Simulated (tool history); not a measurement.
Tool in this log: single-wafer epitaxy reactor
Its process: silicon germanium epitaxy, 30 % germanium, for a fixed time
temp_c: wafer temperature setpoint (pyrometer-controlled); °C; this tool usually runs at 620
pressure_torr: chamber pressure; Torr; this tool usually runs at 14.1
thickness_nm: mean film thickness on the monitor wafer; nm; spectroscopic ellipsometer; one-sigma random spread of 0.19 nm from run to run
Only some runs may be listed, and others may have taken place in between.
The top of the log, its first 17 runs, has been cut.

run      day  temp_c  pressure_torr  wafers since the last listed run  hours since the last pyrometer calibration  hours since the last manometer calibration  hours since the showerhead was replaced  hours since the gauge calibration  read-back reference wafer on the same gauge, thickness_nm  thickness_nm
 18   63.554     620           14.1                              1315                                       173.3                                      2336.6                                    752.4                              311.2                                                     95.577        80.096
 19   66.642     625           12.7                               944                                       247.4                                      2410.7                                    826.5                              385.3                                                     95.598        84.198
 20   69.204     614           11.9                               783                                       308.9                                      2472.2                                      888                              446.8                                                     95.612        67.199
 21   72.429     620           15.3                               986                                       386.3                                      2549.6                                    965.4                              524.2                                                     95.575        82.417
 22   74.121     620           14.1                               517                                       426.9                                      2590.2                                     1006                              564.8                                                     95.598        79.637
 23   76.429     620           16.2                               706                                       482.3                                      2645.6                                   1061.4                              620.2                                                     95.721        83.952
      77.292  -- capacitance manometer re-zeroed and calibrated
 24     87.4     627           11.9                              3253                                       745.6                                       242.6                                   1324.7                              883.5                                                     95.656        84.683
 25   89.138     631           17.5                               531                                       787.3                                       284.3                                   1366.4                              925.2                                                     95.613       105.606
 26   93.225     620           16.4                              1250                                       885.4                                       382.4                                   1464.5                             1023.3                                                     95.642        84.387
 27   95.933     616           16.6                               828                                       950.4                                       447.4                                   1529.5                             1088.3                                                     95.664        78.819
 28   98.438     633           14.1                               765                                      1010.5                                       507.5                                   1589.6                             1148.4                                                     95.601       100.649
 29    100.6     620           14.1                               661                                      1062.4                                       559.4                                   1641.5                             1200.3                                                     95.627        79.954
 30  103.054     620           14.1                               750                                      1121.3                                       618.3                                   1700.4                             1259.2                                                     95.573        79.711

Alternative continuations, all from the tool just after run 30; predict every row:
  A  103.071     626           14.1                                 5                                      1121.7                                       618.7                                   1700.8                             1259.6                                                          ?             ?
  B  103.071     609           15.7                                 5                                      1121.7                                       618.7                                   1700.8                             1259.6                                                          ?             ?
  C  103.071     634           12.1                                 5                                      1121.7                                       618.7                                   1700.8                             1259.6                                                          ?             ?
  D  103.071     607           16.3                                 5                                      1121.7                                       618.7                                   1700.8                             1259.6                                                          ?             ?
  E  103.071     606           12.6                                 5                                      1121.7                                       618.7                                   1700.8                             1259.6                                                          ?             ?

run  read-back reference wafer on the same gauge, thickness_nm  thickness_nm
  A                                                     95.719        88.753
  B                                                     95.719        67.546
  C                                                     95.719        96.714
  D                                                     95.719        65.977
  E                                                     95.719        58.741
Take away the tool's hidden state, keep each run's random variation, and the runs would have read:
run  thickness_nm
  A        89.097
  B        67.819
  C        97.082
  D        66.245
  E         58.98
